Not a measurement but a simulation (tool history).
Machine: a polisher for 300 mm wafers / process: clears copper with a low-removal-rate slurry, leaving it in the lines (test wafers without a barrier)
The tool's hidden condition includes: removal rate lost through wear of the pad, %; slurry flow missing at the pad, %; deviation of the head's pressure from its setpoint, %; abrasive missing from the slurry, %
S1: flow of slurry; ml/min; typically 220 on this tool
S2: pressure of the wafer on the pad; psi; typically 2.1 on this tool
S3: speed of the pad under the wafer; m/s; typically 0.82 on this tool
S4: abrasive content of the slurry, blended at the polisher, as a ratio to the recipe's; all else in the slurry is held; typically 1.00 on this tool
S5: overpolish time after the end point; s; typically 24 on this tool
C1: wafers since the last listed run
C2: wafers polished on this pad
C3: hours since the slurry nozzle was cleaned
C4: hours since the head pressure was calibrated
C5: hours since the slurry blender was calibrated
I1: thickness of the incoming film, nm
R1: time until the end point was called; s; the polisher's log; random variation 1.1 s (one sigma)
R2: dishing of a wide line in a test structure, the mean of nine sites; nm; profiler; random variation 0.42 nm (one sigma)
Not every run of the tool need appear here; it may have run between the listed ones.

run,hour,S1,S2,S3,S4,S5,C1,C2,C3,C4,C5,I1,R1,R2
1,0.0,220,2.1,0.74,1.00,24,0,233,35.0,493.6,270.0,196.8,144.2,24.0
# hour 39.8: worn pad replaced by a new one
2,50.8,220,1.9,0.82,1.00,24,238,56,85.8,544.4,320.8,196.6,148.7,22.1
3,56.9,220,1.9,0.82,1.00,24,31,87,91.9,550.5,326.9,195.1,149.1,22.5
4,88.1,220,2.1,0.82,1.20,24,158,245,123.1,581.7,358.1,194.4,129.4,25.0
5,103.7,220,2.1,0.82,1.20,24,79,325,138.7,597.3,373.7,197.6,131.8,25.9
# hour 118.2: head pressure recalibrated
6,121.3,220,2.1,0.82,1.00,24,79,404,156.3,3.1,391.3,190.8,132.1,24.7
# hour 129.8: worn pad replaced by a new one
7,130.3,220,2.1,0.82,1.00,24,25,2,165.3,12.1,400.3,196.6,134.7,25.3
8,139.4,220,2.1,0.82,1.00,24,46,48,174.4,21.2,409.4,195.8,135.5,24.4
9,151.0,220,2.1,0.82,1.00,24,59,107,186.0,32.8,421.0,196.4,135.8,24.5
10,165.9,220,2.1,0.82,1.00,24,75,183,200.9,47.7,435.9,191.5,134.5,24.4
# hour 170.3: slurry blender recalibrated
11,180.6,220,2.1,0.82,1.00,24,64,248,215.6,62.4,10.3,197.5,137.4,24.4
12,188.6,220,2.1,0.82,1.00,24,40,288,223.6,70.4,18.3,193.2,133.7,24.9
# hour 201.1: slurry nozzle cleaned
13,201.6,155,2.1,0.82,1.00,24,61,349,0.5,83.4,31.3,192.8,140.0,23.7
14,207.5,220,2.1,0.82,1.00,24,30,379,6.4,89.3,37.2,192.8,134.8,24.9
15,219.2,220,2.1,0.82,1.00,24,59,439,18.1,101.0,48.9,192.6,133.0,25.7
# hour 223.7: worn pad replaced by a new one
16,230.8,185,2.3,0.72,1.00,24,38,36,29.7,112.6,60.5,196.0,136.6,24.2
17,246.9,220,1.5,0.82,0.80,24,81,118,45.8,128.7,76.6,194.9,194.8,18.0
18,264.1,220,2.1,0.82,1.00,24,87,205,63.0,145.9,93.8,194.0,135.3,24.7
19,281.8,220,2.1,0.82,1.00,24,90,295,80.7,163.6,111.5,192.7,133.8,24.5
20,299.6,220,2.1,1.06,1.00,24,90,386,98.5,181.4,129.3,194.9,112.7,28.9
21,313.2,220,2.6,0.82,0.90,24,69,455,112.1,195.0,142.9,196.0,112.3,28.8
# hour 323.6: worn pad replaced by a new one
22,325.7,220,2.1,0.96,1.15,24,43,10,124.6,207.5,155.4,194.5,116.7,27.6
23,337.9,220,2.6,0.82,1.00,24,62,72,136.8,219.7,167.6,195.6,109.8,29.6
24,347.4,290,2.1,0.82,1.00,30,48,121,146.3,229.2,177.1,194.9,132.6,30.3

Branching from run 24: 4 alternative next runs. What would each branch give?
A,347.9,220,2.1,0.82,1.15,24,2,123,146.8,229.7,177.6,196.8,?,?
B,347.9,255,1.8,1.08,1.00,24,2,123,146.8,229.7,177.6,196.8,?,?
C,347.9,220,1.5,0.90,1.10,35,2,123,146.8,229.7,177.6,196.8,?,?
D,347.9,265,2.1,0.82,1.00,35,2,123,146.8,229.7,177.6,196.8,?,?

run,R1,R2
A,131.6,24.6
B,126.2,25.3
C,173.5,26.3
D,132.3,33.1
Had the tool no hidden state, the same runs would have come out as:
run,R1,R2
A,131.6,24.6
B,126.2,25.3
C,173.5,26.3
D,132.3,33.1
